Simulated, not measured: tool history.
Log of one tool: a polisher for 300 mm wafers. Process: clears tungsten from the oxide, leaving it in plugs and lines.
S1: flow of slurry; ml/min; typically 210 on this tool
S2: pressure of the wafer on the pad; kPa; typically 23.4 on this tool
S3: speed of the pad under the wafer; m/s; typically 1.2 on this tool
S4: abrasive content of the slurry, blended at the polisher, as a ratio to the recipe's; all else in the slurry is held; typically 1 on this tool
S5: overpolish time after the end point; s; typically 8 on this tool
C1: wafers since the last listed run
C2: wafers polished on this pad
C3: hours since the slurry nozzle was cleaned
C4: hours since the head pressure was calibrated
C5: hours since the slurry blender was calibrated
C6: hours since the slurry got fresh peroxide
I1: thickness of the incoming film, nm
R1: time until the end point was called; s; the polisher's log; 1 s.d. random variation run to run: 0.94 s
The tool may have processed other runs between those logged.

{"run": 1, "hour": 0.0, "S1": 210, "S2": 23.4, "S3": 1.2, "S4": 1, "S5": 8, "C1": 0, "C2": 28, "C3": 263.5, "C4": 861.9, "C5": 197.5, "C6": 108.7, "I1": 355.5, "R1": 75.2}
{"run": 2, "hour": 27.3, "S1": 210, "S2": 23.4, "S3": 1.2, "S4": 1, "S5": 8, "C1": 317, "C2": 345, "C3": 290.8, "C4": 889.2, "C5": 224.8, "C6": 136, "I1": 353.1, "R1": 74.1}
{"run": 3, "hour": 42.3, "S1": 210, "S2": 23.4, "S3": 1.2, "S4": 1, "S5": 8, "C1": 174, "C2": 519, "C3": 305.8, "C4": 904.2, "C5": 239.8, "C6": 151, "I1": 346.6, "R1": 73.8}
{"hour": 63.1, "done": "worn pad replaced by a new one"}
{"run": 4, "hour": 63.6, "S1": 210, "S2": 23.4, "S3": 1.2, "S4": 0.8, "S5": 8, "C1": 200, "C2": 6, "C3": 327.1, "C4": 925.5, "C5": 261.1, "C6": 172.3, "I1": 353.3, "R1": 77.4}
{"hour": 71.2, "done": "slurry tank refilled with fresh slurry and peroxide"}
{"hour": 98.2, "done": "head pressure recalibrated"}
{"run": 5, "hour": 98.7, "S1": 210, "S2": 23.4, "S3": 1.2, "S4": 1, "S5": 8, "C1": 372, "C2": 378, "C3": 362.2, "C4": 0.5, "C5": 296.2, "C6": 27.5, "I1": 346.5, "R1": 72.5}
{"run": 6, "hour": 112.2, "S1": 210, "S2": 23.4, "S3": 1.2, "S4": 1, "S5": 8, "C1": 156, "C2": 535, "C3": 375.7, "C4": 14, "C5": 309.7, "C6": 41, "I1": 351.9, "R1": 74.7}
{"run": 7, "hour": 126.8, "S1": 210, "S2": 23.4, "S3": 1.2, "S4": 1, "S5": 8, "C1": 169, "C2": 705, "C3": 390.3, "C4": 28.6, "C5": 324.3, "C6": 55.6, "I1": 353.5, "R1": 74.6}
{"hour": 130.9, "done": "worn pad replaced by a new one"}
{"hour": 147.4, "done": "slurry blender recalibrated"}
{"run": 8, "hour": 155.7, "S1": 210, "S2": 23.4, "S3": 1.2, "S4": 1, "S5": 8, "C1": 266, "C2": 264, "C3": 419.2, "C4": 57.5, "C5": 8.3, "C6": 84.5, "I1": 350.1, "R1": 78.8}
{"hour": 176.0, "done": "slurry nozzle cleaned"}
{"run": 9, "hour": 176.5, "S1": 210, "S2": 15.2, "S3": 1.46, "S4": 0.7, "S5": 8, "C1": 230, "C2": 495, "C3": 0.5, "C4": 78.3, "C5": 29.1, "C6": 105.3, "I1": 352.9, "R1": 104.2}
{"hour": 190.1, "done": "worn pad replaced by a new one"}
{"hour": 193.3, "done": "slurry blender recalibrated, repeated, since the last time left the tool worse"}
{"run": 10, "hour": 195.6, "S1": 210, "S2": 23.4, "S3": 1.2, "S4": 1, "S5": 8, "C1": 152, "C2": 40, "C3": 19.6, "C4": 97.4, "C5": 2.3, "C6": 124.4, "I1": 343.8, "R1": 68.8}
{"run": 11, "hour": 229.0, "S1": 210, "S2": 23.4, "S3": 1.2, "S4": 1, "S5": 8, "C1": 388, "C2": 428, "C3": 53, "C4": 130.8, "C5": 35.7, "C6": 157.8, "I1": 347.6, "R1": 71.5}
{"run": 12, "hour": 243.3, "S1": 155, "S2": 23.4, "S3": 1.44, "S4": 0.8, "S5": 5, "C1": 166, "C2": 595, "C3": 67.3, "C4": 145.1, "C5": 50, "C6": 172.1, "I1": 349.2, "R1": 63.7}
{"hour": 246.5, "done": "slurry tank refilled with fresh slurry and peroxide"}
{"hour": 257.4, "done": "worn pad replaced by a new one"}
{"run": 13, "hour": 274.6, "S1": 135, "S2": 26.9, "S3": 1.2, "S4": 1.25, "S5": 10, "C1": 305, "C2": 199, "C3": 98.6, "C4": 176.4, "C5": 81.3, "C6": 28.1, "I1": 343.2, "R1": 62}
{"run": 14, "hour": 289.3, "S1": 210, "S2": 23.4, "S3": 1.2, "S4": 1.2, "S5": 8, "C1": 170, "C2": 370, "C3": 113.3, "C4": 191.1, "C5": 96, "C6": 42.8, "I1": 354.4, "R1": 68.9}
{"run": 15, "hour": 307.4, "S1": 210, "S2": 23.4, "S3": 1.2, "S4": 1, "S5": 11, "C1": 210, "C2": 580, "C3": 131.4, "C4": 209.2, "C5": 114.1, "C6": 60.9, "I1": 351.8, "R1": 73.2}
{"hour": 312.4, "done": "worn pad replaced by a new one"}
{"run": 16, "hour": 323.1, "S1": 210, "S2": 23.4, "S3": 1.2, "S4": 1, "S5": 8, "C1": 135, "C2": 124, "C3": 147.1, "C4": 224.9, "C5": 129.8, "C6": 76.6, "I1": 354.2, "R1": 73.6}

Below are 5 alternative next runs, each starting from the tool's condition after run 16. Predict each:
{"run": "A", "hour": 323.6, "S1": 210, "S2": 23.4, "S3": 1.2, "S4": 1, "S5": 8, "C1": 5, "C2": 129, "C3": 147.6, "C4": 225.4, "C5": 130.3, "C6": 77.1, "I1": 346.8, "R1": "?"}
{"run": "B", "hour": 323.6, "S1": 210, "S2": 23.4, "S3": 1.2, "S4": 1, "S5": 9, "C1": 5, "C2": 129, "C3": 147.6, "C4": 225.4, "C5": 130.3, "C6": 77.1, "I1": 346.8, "R1": "?"}
{"run": "C", "hour": 323.6, "S1": 210, "S2": 23.4, "S3": 1.2, "S4": 1, "S5": 10, "C1": 5, "C2": 129, "C3": 147.6, "C4": 225.4, "C5": 130.3, "C6": 77.1, "I1": 346.8, "R1": "?"}
{"run": "D", "hour": 323.6, "S1": 210, "S2": 23.4, "S3": 0.96, "S4": 1, "S5": 6, "C1": 5, "C2": 129, "C3": 147.6, "C4": 225.4, "C5": 130.3, "C6": 77.1, "I1": 346.8, "R1": "?"}
{"run": "E", "hour": 323.6, "S1": 210, "S2": 23.4, "S3": 1.46, "S4": 1.1, "S5": 8, "C1": 5, "C2": 129, "C3": 147.6, "C4": 225.4, "C5": 130.3, "C6": 77.1, "I1": 346.8, "R1": "?"}

run=A R1=70.7
run=B R1=70.7
run=C R1=70.7
run=D R1=88.4
run=E R1=56.8
The same runs, with their run-to-run variation unchanged, on a tool lacking any hidden condition would have given:
run=A R1=67.5
run=B R1=67.5
run=C R1=67.5
run=D R1=84.4
run=E R1=54.2
